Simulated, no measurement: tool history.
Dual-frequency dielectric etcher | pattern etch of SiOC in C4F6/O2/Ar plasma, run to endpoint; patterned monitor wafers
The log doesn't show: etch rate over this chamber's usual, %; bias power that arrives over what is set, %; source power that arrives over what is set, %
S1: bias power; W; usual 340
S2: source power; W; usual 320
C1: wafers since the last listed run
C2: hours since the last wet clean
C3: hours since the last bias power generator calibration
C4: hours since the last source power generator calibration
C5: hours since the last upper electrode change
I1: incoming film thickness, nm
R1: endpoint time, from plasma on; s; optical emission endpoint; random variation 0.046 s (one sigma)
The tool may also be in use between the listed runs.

Run 1, hour 0.0: usual settings; C1 0; C2 251.3; C3 3813.6; C4 4068.8; C5 2811.3; I1 26.10. Result: R1 10.5 s.
Run 2, hour 53.5: usual settings; C1 574; C2 304.8; C3 3867.1; C4 4122.3; C5 2864.8; I1 25.92. Result: R1 10.5 s.
Run 3, hour 66.1: usual settings; C1 135; C2 317.4; C3 3879.7; C4 4134.9; C5 2877.4; I1 26.31. Result: R1 10.6 s.
Run 4, hour 78.1: usual settings; C1 128; C2 329.4; C3 3891.7; C4 4146.9; C5 2889.4; I1 26.56. Result: R1 10.7 s.
Run 5, hour 90.8: usual settings; C1 136; C2 342.1; C3 3904.4; C4 4159.6; C5 2902.1; I1 26.12. Result: R1 10.4 s.
Run 6, hour 108.6: usual settings; C1 191; C2 359.9; C3 3922.2; C4 4177.4; C5 2919.9; I1 26.13. Result: R1 10.4 s.
Run 7, hour 115.3: usual settings but S2 260 W; C1 71; C2 366.6; C3 3928.9; C4 4184.1; C5 2926.6; I1 26.03. Result: R1 11.1 s.
Run 8, hour 121.8: usual settings but S2 260 W; C1 69; C2 373.1; C3 3935.4; C4 4190.6; C5 2933.1; I1 26.18. Result: R1 11.2 s.
At hour 160.2: upper electrode replaced.
Run 9, hour 160.7: usual settings but S2 260 W; C1 160; C2 412.0; C3 3974.3; C4 4229.5; C5 0.5; I1 26.36. Result: R1 11.2 s.
Run 10, hour 161.0: usual settings but S2 360 W; C1 3; C2 412.3; C3 3974.6; C4 4229.8; C5 0.8; I1 26.44. Result: R1 10.1 s.
Run 11, hour 165.4: usual settings; C1 47; C2 416.7; C3 3979.0; C4 4234.2; C5 5.2; I1 26.13. Result: R1 10.3 s.
Run 12, hour 180.7: usual settings; C1 164; C2 432.0; C3 3994.3; C4 4249.5; C5 20.5; I1 26.15. Result: R1 10.4 s.
Run 13, hour 198.6: usual settings but S1 310 W; C1 192; C2 449.9; C3 4012.2; C4 4267.4; C5 38.4; I1 26.01. Result: R1 10.6 s.
At hour 204.2: source power generator calibrated.
Run 14, hour 211.9: usual settings; C1 99; C2 463.2; C3 4025.5; C4 7.7; C5 51.7; I1 26.40. Result: R1 10.5 s.
At hour 221.7: bias power generator calibrated.
Run 15, hour 222.2: usual settings but S1 406 W, S2 400 W; C1 67; C2 473.5; C3 0.5; C4 18.0; C5 62.0; I1 26.31. Result: R1 9.0 s.
Run 16, hour 235.9: usual settings but S1 365 W, S2 350 W; C1 147; C2 487.2; C3 14.2; C4 31.7; C5 75.7; I1 26.19. Result: R1 9.8 s.
At hour 266.6: wet clean of the chamber.
Run 17, hour 267.1: usual settings but S2 280 W; C1 77; C2 0.5; C3 45.4; C4 62.9; C5 106.9; I1 25.86. Result: R1 11.3 s.
Run 18, hour 267.4: usual settings but S1 378 W; C1 3; C2 0.8; C3 45.7; C4 63.2; C5 107.2; I1 26.02. Result: R1 10.4 s.
Run 19, hour 275.3: usual settings; C1 84; C2 8.7; C3 53.6; C4 71.1; C5 115.1; I1 26.19. Result: R1 10.9 s.
Run 20, hour 291.5: usual settings; C1 174; C2 24.9; C3 69.8; C4 87.3; C5 131.3; I1 26.18. Result: R1 10.9 s.
Run 21, hour 299.8: usual settings but S1 284 W; C1 89; C2 33.2; C3 78.1; C4 95.6; C5 139.6; I1 26.16. Result: R1 11.6 s.
Run 22, hour 325.5: usual settings but S1 407 W, S2 250 W; C1 276; C2 58.9; C3 103.8; C4 121.3; C5 165.3; I1 26.25. Result: R1 11.0 s.
Run 23, hour 339.5: usual settings but S1 390 W, S2 290 W; C1 150; C2 72.9; C3 117.8; C4 135.3; C5 179.3; I1 26.17. Result: R1 10.6 s.
Run 24, hour 352.0: usual settings but S1 298 W; C1 134; C2 85.4; C3 130.3; C4 147.8; C5 191.8; I1 26.33. Result: R1 11.4 s.

Forecast each of these 3 alternatives for the next run:
Run A, hour 352.4: usual settings; C1 4; C2 85.8; C3 130.7; C4 148.2; C5 192.2; I1 26.18. Result: R1 ?.
Run B, hour 352.4: usual settings but S1 413 W, S2 400 W; C1 4; C2 85.8; C3 130.7; C4 148.2; C5 192.2; I1 26.18. Result: R1 ?.
Run C, hour 352.4: usual settings but S1 310 W, S2 380 W; C1 4; C2 85.8; C3 130.7; C4 148.2; C5 192.2; I1 26.18. Result: R1 ?.

run    R1
  A  10.7
  B   9.2
  C  10.4
Without the tool's hidden state the same runs would have given:
run    R1
  A  10.8
  B   9.2
  C  10.5
